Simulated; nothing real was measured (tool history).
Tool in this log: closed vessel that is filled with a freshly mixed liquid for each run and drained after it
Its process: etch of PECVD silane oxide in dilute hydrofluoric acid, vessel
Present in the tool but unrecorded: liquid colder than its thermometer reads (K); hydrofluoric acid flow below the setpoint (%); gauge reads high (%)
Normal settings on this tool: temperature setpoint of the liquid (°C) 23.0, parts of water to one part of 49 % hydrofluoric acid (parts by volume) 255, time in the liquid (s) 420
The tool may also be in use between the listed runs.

run	hour	temperature setpoint of the liquid (°C)	parts of water to one part of 49 % hydrofluoric acid (parts by volume)	time in the liquid (s)	wafers since the last listed run	hours since the thermometer was replaced	hours since the hydrofluoric acid flow meter was replaced	hours since the gauge calibration	read-back film thickness of the PECVD silane oxide reference wafer, read on the same gauge (nm)	thickness taken off the PECVD silane oxide on a monitor wafer (nm)
1	0.0	20.0	255	420	0	2434.9	1210.9	538.7	119.99	30.45
2	7.6	23.0	340	420	799	2442.5	1218.5	546.3	120.02	23.13
3	34.0	23.0	255	420	2776	2468.9	1244.9	572.7	120.02	33.19
4	44.1	23.0	255	420	1062	2479.0	1255.0	582.8	120.00	33.10
5	51.5	23.0	255	420	778	2486.4	1262.4	590.2	119.97	33.83
6	57.6	23.0	255	420	641	2492.5	1268.5	596.3	119.98	33.29
# hour 71.2: gauge calibrated
7	74.0	23.0	255	420	1724	2508.9	1284.9	2.8	120.01	33.15
8	83.6	23.0	255	420	1009	2518.5	1294.5	12.4	120.01	33.42
9	90.5	21.5	255	420	725	2525.4	1301.4	19.3	119.97	31.44
10	101.0	21.5	255	420	1104	2535.9	1311.9	29.8	120.01	31.48
11	115.7	21.5	255	420	1545	2550.6	1326.6	44.5	119.96	31.48
# hour 128.4: thermometer replaced
12	133.0	23.0	255	420	1714	4.6	1343.9	61.8	119.96	32.62
# hour 142.8: hydrofluoric acid flow meter replaced
13	145.6	21.5	255	650	1219	17.2	2.8	74.4	120.00	57.43
14	154.8	19.0	255	210	967	26.4	12.0	83.6	120.00	16.73
15	164.7	28.0	365	490	1041	36.3	21.9	93.5	120.01	33.25
16	173.4	23.0	215	420	914	45.0	30.6	102.2	119.98	48.42
17	189.0	23.0	255	420	1640	60.6	46.2	117.8	120.00	38.46
18	204.3	28.0	220	420	1608	75.9	61.5	133.1	119.98	55.38
19	219.4	19.5	190	340	1587	91.0	76.6	148.2	119.99	39.12
20	232.7	27.5	255	420	1398	104.3	89.9	161.5	119.94	45.56
21	242.9	23.0	255	580	1072	114.5	100.1	171.7	119.97	53.70
22	254.1	23.0	255	330	1177	125.7	111.3	182.9	120.00	29.74
23	264.4	28.0	320	580	1083	136.0	121.6	193.2	120.02	46.83
24	274.4	19.0	255	650	1051	146.0	131.6	203.2	120.02	50.93
25	288.2	27.0	135	595	1451	159.8	145.4	217.0	120.01	136.09
26	301.5	23.0	255	420	1398	173.1	158.7	230.3	119.98	38.39
27	309.2	23.0	385	295	809	180.8	166.4	238.0	120.00	15.68
28	320.5	23.0	255	420	1188	192.1	177.7	249.3	120.01	38.05
29	334.6	23.0	215	320	1482	206.2	191.8	263.4	119.97	35.76
30	341.5	23.0	255	420	725	213.1	198.7	270.3	120.05	38.01
31	358.8	21.5	345	420	1819	230.4	216.0	287.6	120.00	24.38
32	368.3	23.0	255	420	998	239.9	225.5	297.1	120.05	37.86
33	378.0	23.0	255	580	1020	249.6	235.2	306.8	120.02	51.94

Alternative continuations, all from the tool just after run 33; predict every row:
A	378.8	23.0	255	595	84	250.4	236.0	307.6	?	?
B	378.8	26.0	310	255	84	250.4	236.0	307.6	?	?
C	378.8	20.0	155	485	84	250.4	236.0	307.6	?	?
D	378.8	25.5	385	420	84	250.4	236.0	307.6	?	?

run	read-back film thickness of the PECVD silane oxide reference wafer, read on the same gauge (nm)	thickness taken off the PECVD silane oxide on a monitor wafer (nm)
A	119.99	53.36
B	119.99	19.73
C	119.99	70.88
D	119.99	23.90
Take away the tool's hidden state, keep each run's random variation, and the runs would have read:
run	thickness taken off the PECVD silane oxide on a monitor wafer (nm)
A	55.62
B	20.61
C	73.67
D	25.00
